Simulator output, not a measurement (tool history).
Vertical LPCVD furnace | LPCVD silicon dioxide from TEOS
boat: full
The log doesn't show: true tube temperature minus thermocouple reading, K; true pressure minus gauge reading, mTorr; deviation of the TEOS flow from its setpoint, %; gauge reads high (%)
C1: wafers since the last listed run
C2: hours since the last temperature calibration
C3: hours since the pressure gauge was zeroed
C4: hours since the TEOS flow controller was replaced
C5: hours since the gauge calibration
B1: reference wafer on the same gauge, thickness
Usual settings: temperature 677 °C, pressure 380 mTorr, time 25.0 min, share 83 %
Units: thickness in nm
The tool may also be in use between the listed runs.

run 1 hour=0.0 | temperature=669 pressure=380 time=25.0 share=83 | C1=0 C2=1617.2 C3=4560.0 C4=2235.6 C5=214.9 | B1=139.89 | thickness=102.67
run 2 hour=10.8 | temperature=669 pressure=380 time=25.0 share=83 | C1=144 C2=1628.0 C3=4570.8 C4=2246.4 C5=225.7 | B1=140.13 | thickness=103.20
run 3 hour=19.5 | temperature=669 pressure=380 time=25.0 share=83 | C1=116 C2=1636.7 C3=4579.5 C4=2255.1 C5=234.4 | B1=140.05 | thickness=103.18
run 4 hour=28.5 | temperature=677 pressure=380 time=25.0 share=83 | C1=120 C2=1645.7 C3=4588.5 C4=2264.1 C5=243.4 | B1=139.99 | thickness=124.80
-- hour=31.0 gauge calibrated
run 5 hour=38.7 | temperature=677 pressure=380 time=25.0 share=83 | C1=136 C2=1655.9 C3=4598.7 C4=2274.3 C5=7.7 | B1=140.07 | thickness=125.28
run 6 hour=45.7 | temperature=677 pressure=380 time=25.0 share=83 | C1=93 C2=1662.9 C3=4605.7 C4=2281.3 C5=14.7 | B1=140.16 | thickness=125.06
run 7 hour=60.4 | temperature=683 pressure=380 time=25.0 share=83 | C1=196 C2=1677.6 C3=4620.4 C4=2296.0 C5=29.4 | B1=139.91 | thickness=144.57
run 8 hour=70.6 | temperature=683 pressure=380 time=25.0 share=83 | C1=136 C2=1687.8 C3=4630.6 C4=2306.2 C5=39.6 | B1=140.18 | thickness=144.51
-- hour=113.2 thermocouples replaced and temperature profile calibrated
-- hour=113.3 pressure gauge zeroed
run 9 hour=113.7 | temperature=683 pressure=380 time=25.0 share=83 | C1=254 C2=0.5 C3=0.4 C4=2349.3 C5=82.7 | B1=139.92 | thickness=135.42
run 10 hour=118.6 | temperature=667 pressure=380 time=25.0 share=83 | C1=65 C2=5.4 C3=5.3 C4=2354.2 C5=87.6 | B1=140.09 | thickness=91.45
run 11 hour=123.5 | temperature=677 pressure=380 time=25.0 share=91 | C1=65 C2=10.3 C3=10.2 C4=2359.1 C5=92.5 | B1=139.92 | thickness=122.79
run 12 hour=128.4 | temperature=677 pressure=380 time=30.5 share=83 | C1=65 C2=15.2 C3=15.1 C4=2364.0 C5=97.4 | B1=140.08 | thickness=142.86
run 13 hour=139.5 | temperature=680 pressure=405 time=25.0 share=97 | C1=148 C2=26.3 C3=26.2 C4=2375.1 C5=108.5 | B1=140.16 | thickness=140.32
run 14 hour=149.6 | temperature=668 pressure=380 time=20.0 share=83 | C1=135 C2=36.4 C3=36.3 C4=2385.2 C5=118.6 | B1=139.94 | thickness=75.82
run 15 hour=164.9 | temperature=677 pressure=380 time=25.0 share=67 | C1=204 C2=51.7 C3=51.6 C4=2400.5 C5=133.9 | B1=140.00 | thickness=105.63
run 16 hour=184.1 | temperature=677 pressure=380 time=25.0 share=83 | C1=256 C2=70.9 C3=70.8 C4=2419.7 C5=153.1 | B1=140.11 | thickness=117.87
run 17 hour=191.5 | temperature=677 pressure=300 time=25.0 share=73 | C1=99 C2=78.3 C3=78.2 C4=2427.1 C5=160.5 | B1=140.05 | thickness=98.35
run 18 hour=204.9 | temperature=677 pressure=380 time=25.0 share=83 | C1=179 C2=91.7 C3=91.6 C4=2440.5 C5=173.9 | B1=139.95 | thickness=118.49
run 19 hour=220.2 | temperature=677 pressure=380 time=20.5 share=83 | C1=204 C2=107.0 C3=106.9 C4=2455.8 C5=189.2 | B1=139.90 | thickness=96.88
-- hour=250.7 TEOS flow controller replaced
-- hour=272.0 gauge calibrated
run 20 hour=273.8 | temperature=670 pressure=380 time=25.0 share=83 | C1=396 C2=160.6 C3=160.5 C4=23.1 C5=1.8 | B1=140.03 | thickness=100.24
run 21 hour=290.1 | temperature=665 pressure=380 time=18.0 share=83 | C1=218 C2=176.9 C3=176.8 C4=39.4 C5=18.1 | B1=140.07 | thickness=63.75
run 22 hour=302.8 | temperature=677 pressure=440 time=29.0 share=73 | C1=169 C2=189.6 C3=189.5 C4=52.1 C5=30.8 | B1=140.01 | thickness=139.38
run 23 hour=315.1 | temperature=683 pressure=340 time=33.0 share=97 | C1=164 C2=201.9 C3=201.8 C4=64.4 C5=43.1 | B1=140.07 | thickness=185.71
run 24 hour=325.0 | temperature=677 pressure=380 time=25.0 share=72 | C1=132 C2=211.8 C3=211.7 C4=74.3 C5=53.0 | B1=139.87 | thickness=111.23
run 25 hour=340.0 | temperature=669 pressure=325 time=22.0 share=83 | C1=200 C2=226.8 C3=226.7 C4=89.3 C5=68.0 | B1=140.00 | thickness=80.17

How the hidden state differs across the entries between the runs, from the last listed run before each to the first after it:
Between runs 4 and 5: gauge calibrated (hour 31.0)
  no hidden state differs between the two runs
  measured less the result without the state, thickness: +8.04 -> +8.08 nm
Between runs 8 and 9: thermocouples replaced and temperature profile calibrated (hour 113.2); pressure gauge zeroed (hour 113.3)
  true tube temperature minus thermocouple reading, K: 2.75 -> 0.0154
  measured less the result without the state, thickness: +9.24 -> +0.05 nm
Between runs 19 and 20: TEOS flow controller replaced (hour 250.7); gauge calibrated (hour 272.0)
  true tube temperature minus thermocouple reading, K: 0.502 -> 0.716
  measured less the result without the state, thickness: +1.18 -> +1.76 nm
